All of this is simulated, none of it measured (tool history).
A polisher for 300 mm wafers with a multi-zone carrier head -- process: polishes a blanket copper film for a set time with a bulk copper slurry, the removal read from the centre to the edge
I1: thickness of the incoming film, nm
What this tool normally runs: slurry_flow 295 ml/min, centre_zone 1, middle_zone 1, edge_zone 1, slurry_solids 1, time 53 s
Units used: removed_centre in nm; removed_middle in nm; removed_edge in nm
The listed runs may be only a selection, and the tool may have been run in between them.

run 1 hour=0 | slurry_flow=295 centre_zone=1 middle_zone=1 edge_zone=1 slurry_solids=1 time=61 | I1=3799.5 | removed_centre=718.9 removed_middle=735.2 removed_edge=737.6
run 2 hour=20.5 | slurry_flow=255 centre_zone=1.08 middle_zone=1 edge_zone=1.09 slurry_solids=1 time=46 | I1=3800 | removed_centre=572.4 removed_middle=536.2 removed_edge=569.8
run 3 hour=40.6 | slurry_flow=295 centre_zone=1 middle_zone=1 edge_zone=1 slurry_solids=1 time=53 | I1=3843.4 | removed_centre=620.4 removed_middle=635.5 removed_edge=649.2
run 4 hour=62.4 | slurry_flow=295 centre_zone=1 middle_zone=0.89 edge_zone=1 slurry_solids=1 time=53 | I1=3805.7 | removed_centre=628.1 removed_middle=588.4 removed_edge=650.6
run 5 hour=76.9 | slurry_flow=295 centre_zone=1 middle_zone=1 edge_zone=1.09 slurry_solids=1 time=53 | I1=3750.9 | removed_centre=626.2 removed_middle=631.7 removed_edge=668.4
run 6 hour=99.9 | slurry_flow=295 centre_zone=1 middle_zone=1 edge_zone=1 slurry_solids=0.8 time=53 | I1=3848 | removed_centre=616.2 removed_middle=626.2 removed_edge=622.6
run 7 hour=132.1 | slurry_flow=295 centre_zone=0.92 middle_zone=0.89 edge_zone=1.05 slurry_solids=1 time=69 | I1=3827.6 | removed_centre=766.1 removed_middle=775.9 removed_edge=862.8
run 8 hour=154.2 | slurry_flow=200 centre_zone=1 middle_zone=0.89 edge_zone=0.95 slurry_solids=1 time=53 | I1=3724.7 | removed_centre=601.7 removed_middle=557.9 removed_edge=610.6
run 9 hour=190.1 | slurry_flow=295 centre_zone=1 middle_zone=1 edge_zone=1.03 slurry_solids=1 time=53 | I1=3773.1 | removed_centre=625.9 removed_middle=635.8 removed_edge=648.5
run 10 hour=202.7 | slurry_flow=325 centre_zone=1.09 middle_zone=1.04 edge_zone=1 slurry_solids=1 time=42 | I1=3718.2 | removed_centre=555 removed_middle=532.5 removed_edge=502
run 11 hour=230.2 | slurry_flow=295 centre_zone=1.1 middle_zone=1 edge_zone=1 slurry_solids=1.1 time=41 | I1=3837.5 | removed_centre=552.5 removed_middle=502.4 removed_edge=509.3
run 12 hour=247.8 | slurry_flow=295 centre_zone=1.09 middle_zone=1 edge_zone=1 slurry_solids=1 time=53 | I1=3753.4 | removed_centre=682.4 removed_middle=635.5 removed_edge=638.6
run 13 hour=266.2 | slurry_flow=235 centre_zone=1.04 middle_zone=1 edge_zone=1 slurry_solids=1 time=44 | I1=3803.7 | removed_centre=522.3 removed_middle=520.3 removed_edge=506.6
run 14 hour=315.5 | slurry_flow=295 centre_zone=0.92 middle_zone=0.89 edge_zone=1.05 slurry_solids=1 time=69 | I1=3826.3 | removed_centre=769.5 removed_middle=775.8 removed_edge=884.5
run 15 hour=344.5 | slurry_flow=295 centre_zone=1 middle_zone=1 edge_zone=1 slurry_solids=1 time=53 | I1=3791.5 | removed_centre=644.7 removed_middle=663.7 removed_edge=650.9
run 16 hour=357.2 | slurry_flow=295 centre_zone=1 middle_zone=1 edge_zone=1 slurry_solids=1 time=53 | I1=3753.5 | removed_centre=639.3 removed_middle=649.1 removed_edge=643.1
run 17 hour=386.9 | slurry_flow=295 centre_zone=1 middle_zone=1.04 edge_zone=0.95 slurry_solids=1 time=41 | I1=3800.5 | removed_centre=488.8 removed_middle=519.2 removed_edge=487
run 18 hour=417 | slurry_flow=195 centre_zone=1 middle_zone=1 edge_zone=1 slurry_solids=0.8 time=53 | I1=3773.9 | removed_centre=556.6 removed_middle=574.2 removed_edge=573.8
run 19 hour=436.9 | slurry_flow=295 centre_zone=1 middle_zone=1 edge_zone=1 slurry_solids=1 time=53 | I1=3787.4 | removed_centre=624.2 removed_middle=653.2 removed_edge=638.5
run 20 hour=449 | slurry_flow=295 centre_zone=1 middle_zone=1 edge_zone=1 slurry_solids=1 time=53 | I1=3746.2 | removed_centre=621.3 removed_middle=639.9 removed_edge=641.6
run 21 hour=479.4 | slurry_flow=345 centre_zone=1 middle_zone=1 edge_zone=1 slurry_solids=1 time=53 | I1=3714.1 | removed_centre=639.7 removed_middle=662.3 removed_edge=654.8
run 22 hour=493.9 | slurry_flow=220 centre_zone=1 middle_zone=1 edge_zone=1 slurry_solids=1 time=38 | I1=3729.5 | removed_centre=455.3 removed_middle=468.8 removed_edge=460.4

Not shown: 7 entries that the log had between the listed runs. Between which runs, and how does the tool's hidden state differ before and after?
In the gap between runs 1 and 2: edge zone pressure recalibrated (hour 14.9)
  removal rate lost through wear of the pad, %: 5.1 -> 5.29
  measured minus no-state result, removed_centre: -38.6 -> -32 nm; removed_middle: -39.5 -> -30 nm; removed_edge: -39.6 -> -31.9 nm
In the gap between runs 5 and 6: worn pad replaced by a new one (hour 84.1)
  removal rate lost through wear of the pad, %: 5.61 -> 1.75
  measured minus no-state result, removed_centre: -37.2 -> -11 nm; removed_middle: -37.6 -> -11.2 nm; removed_edge: -39.7 -> -11.1 nm
In the gap between runs 7 and 8: centre zone pressure recalibrated (hour 149.7)
  removal rate lost through wear of the pad, %: 3.33 -> 4.05
  measured minus no-state result, removed_centre: -26.4 -> -25.4 nm; removed_middle: -26.7 -> -23.6 nm; removed_edge: -29.7 -> -25.8 nm
In the gap between runs 12 and 13: slurry nozzle cleaned (hour 264.2)
  removal rate lost through wear of the pad, %: 5.49 -> 5.61
  measured minus no-state result, removed_centre: -39.6 -> -31 nm; removed_middle: -36.9 -> -31 nm; removed_edge: -37.1 -> -30.1 nm
In the gap between runs 13 and 14: worn pad replaced by a new one (hour 279.1)
  removal rate lost through wear of the pad, %: 5.61 -> 2.81
  measured minus no-state result, removed_centre: -31 -> -22.3 nm; removed_middle: -31 -> -22.4 nm; removed_edge: -30.1 -> -25.6 nm
In the gap between runs 20 and 21: edge zone pressure recalibrated (hour 474.8)
  removal rate lost through wear of the pad, %: 5.51 -> 5.67
  measured minus no-state result, removed_centre: -36.2 -> -38.5 nm; removed_middle: -37.3 -> -39.8 nm; removed_edge: -37.4 -> -39.4 nm
In the gap between runs 21 and 22: worn pad replaced by a new one (hour 492.8)
  removal rate lost through wear of the pad, %: 5.67 -> 0.375
  measured minus no-state result, removed_centre: -38.5 -> -1.7 nm; removed_middle: -39.8 -> -1.8 nm; removed_edge: -39.4 -> -1.7 nm

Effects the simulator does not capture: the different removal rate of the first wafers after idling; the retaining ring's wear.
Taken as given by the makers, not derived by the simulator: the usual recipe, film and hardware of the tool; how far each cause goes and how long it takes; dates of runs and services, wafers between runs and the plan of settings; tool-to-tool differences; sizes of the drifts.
